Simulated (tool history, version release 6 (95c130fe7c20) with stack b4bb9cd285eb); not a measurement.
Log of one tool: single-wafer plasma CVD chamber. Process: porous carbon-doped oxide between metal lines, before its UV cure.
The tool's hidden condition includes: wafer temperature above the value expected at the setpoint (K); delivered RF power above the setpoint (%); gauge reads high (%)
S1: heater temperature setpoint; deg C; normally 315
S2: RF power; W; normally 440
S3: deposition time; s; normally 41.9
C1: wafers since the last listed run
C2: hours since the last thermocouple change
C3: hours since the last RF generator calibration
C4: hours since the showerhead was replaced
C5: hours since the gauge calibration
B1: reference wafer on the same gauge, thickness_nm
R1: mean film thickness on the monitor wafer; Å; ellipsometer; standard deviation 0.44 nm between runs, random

run,day,S1,S2,S3,C1,C2,C3,C4,C5,B1,R1
1,0,315,440,44.8,0,2289.6,858.5,2915,506.8,214.998,1942.6
2,1.475,315,440,41.9,718,2325,893.9,2950.4,542.2,214.985,1823.84
3,3.688,315,440,41.9,1077,2378.1,947,3003.5,595.3,215.091,1816.41
4,5.225,315,440,41.9,748,2415,983.9,3040.4,632.2,215.078,1817.23
5,8.158,315,480,46.3,1428,2485.4,1054.3,3110.8,702.6,215.058,2136.49
6,13.954,315,480,46.3,2822,2624.5,1193.4,3249.9,841.7,214.731,2120.42
7,16.629,315,480,46.3,1302,2688.7,1257.6,3314.1,905.9,214.926,2123.9
8,18.792,315,440,39.3,1053,2740.6,1309.5,3366,957.8,215.293,1700.33
9,25.258,315,440,39.3,3149,2895.8,1464.7,3521.2,1113,214.878,1697.9
# day 29.433: showerhead replaced
10,34.075,315,440,39.3,4131,3107.4,1676.3,111.4,1324.6,215.083,1692.23
11,35.383,315,440,47.4,637,3138.8,1707.7,142.8,1356,215.13,2031.27
12,37.575,315,440,41.9,1067,3191.4,1760.3,195.4,1408.6,215.111,1796.31
13,39.779,315,440,41.9,1073,3244.3,1813.2,248.3,1461.5,215.034,1788.92
14,42.508,315,440,41.9,1329,3309.8,1878.7,313.8,1527,214.669,1788.03
15,44.138,309,440,41.9,793,3348.9,1917.8,352.9,1566.1,215.072,1839.22
16,45.325,315,440,41.9,578,3377.4,1946.3,381.4,1594.6,214.948,1785.81
# day 46.104: thermocouple changed; heater temperature recalibrated
17,46.954,303,470,39.3,631,20.4,1985.4,420.5,1633.7,215.079,1890.4
18,48.312,310,390,47.5,661,53,2018,453.1,1666.3,215.11,1911.67
# day 50.062: RF generator calibrated
# day 52.108: gauge calibrated
19,55.167,315,480,33.9,3175,217.5,122.5,617.6,73.4,214.875,1610.69
20,57.092,315,440,36.7,937,263.7,168.7,663.8,119.6,215.094,1637.48
21,59.496,330,380,48,1170,321.4,226.4,721.5,177.3,215.273,1782.06
22,63.271,319,400,47.6,1838,412,317,812.1,267.9,214.905,1927.8
23,64.9,315,440,41.9,793,451.1,356.1,851.2,307,215.074,1852.36
24,66.704,315,500,47.1,878,494.4,399.4,894.5,350.3,215.331,2255.75
25,69.279,309,440,41.9,1253,556.2,461.2,956.3,412.1,215.22,1901.52
26,71.65,315,410,48.8,1154,613.1,518.1,1013.2,469,215.161,2035.18

Run 27 has not been measured yet. What should we expect?
27,77.712,301,440,41.9,2952,758.6,663.6,1158.7,614.5,?,?

Run 27 measured B1 214.998, R1 1964.24 Å.
Minus the tool's unlogged condition, the same run would have read R1 1998.14 Å.

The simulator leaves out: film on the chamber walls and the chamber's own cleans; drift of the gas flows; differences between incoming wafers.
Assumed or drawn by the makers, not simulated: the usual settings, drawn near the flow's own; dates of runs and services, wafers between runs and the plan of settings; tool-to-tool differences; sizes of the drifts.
